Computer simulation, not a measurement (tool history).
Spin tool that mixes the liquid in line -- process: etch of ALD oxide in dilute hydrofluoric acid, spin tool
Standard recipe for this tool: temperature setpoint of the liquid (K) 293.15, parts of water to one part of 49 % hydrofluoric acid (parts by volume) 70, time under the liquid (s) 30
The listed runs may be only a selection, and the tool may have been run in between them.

run	hour	temperature setpoint of the liquid (K)	parts of water to one part of 49 % hydrofluoric acid (parts by volume)	time under the liquid (s)	read-back film thickness of the ALD oxide reference wafer, read on the same gauge (nm)	thickness taken off the ALD oxide on a monitor wafer (angstrom)
1	0.0	293.15	70	30	50.05	117.9
2	12.5	293.15	70	30	49.96	118.6
3	27.8	293.15	70	30	50.00	118.4
# hour 30.7: gauge calibrated
4	38.8	293.15	50	30	49.99	169.3
5	50.5	293.15	70	30	50.02	118.6
6	65.2	293.15	70	30	49.97	118.9
# hour 76.9: hydrofluoric acid flow meter replaced
7	77.4	293.15	95	30	49.99	88.3
8	85.5	290.15	70	30	49.98	107.7
9	102.4	297.65	70	35	50.01	172.4
# hour 109.3: hydrofluoric acid flow meter replaced, repeated, since the last time left the tool worse
10	119.2	291.65	80	15	50.06	46.3
# hour 122.1: thermometer replaced
11	126.1	293.15	70	30	50.03	114.8
# hour 152.4: gauge calibrated
12	166.4	293.15	80	30	50.01	99.3
13	176.1	293.15	50	30	49.96	164.4
14	189.2	296.65	70	30	49.98	133.4
15	205.4	297.65	70	30	50.01	137.6
16	222.5	293.15	70	30	50.04	114.6
17	230.1	290.15	60	45	50.02	178.4

5 options for the next run, each taken on its own from the tool as it stands now. Forecast them:
A	230.5	293.15	90	30	?	?
B	230.5	290.15	50	25	?	?
C	230.5	291.65	80	20	?	?
D	230.5	295.65	85	50	?	?
E	230.5	290.65	70	30	?	?

run	read-back film thickness of the ALD oxide reference wafer, read on the same gauge (nm)	thickness taken off the ALD oxide on a monitor wafer (angstrom)
A	50.02	87.3
B	50.02	120.5
C	50.02	62.2
D	50.02	171.6
E	50.02	103.2
With the hidden condition removed and each run's random variation left untouched, the same runs would have given:
run	thickness taken off the ALD oxide on a monitor wafer (angstrom)
A	86.3
B	119.2
C	61.5
D	169.6
E	102.1

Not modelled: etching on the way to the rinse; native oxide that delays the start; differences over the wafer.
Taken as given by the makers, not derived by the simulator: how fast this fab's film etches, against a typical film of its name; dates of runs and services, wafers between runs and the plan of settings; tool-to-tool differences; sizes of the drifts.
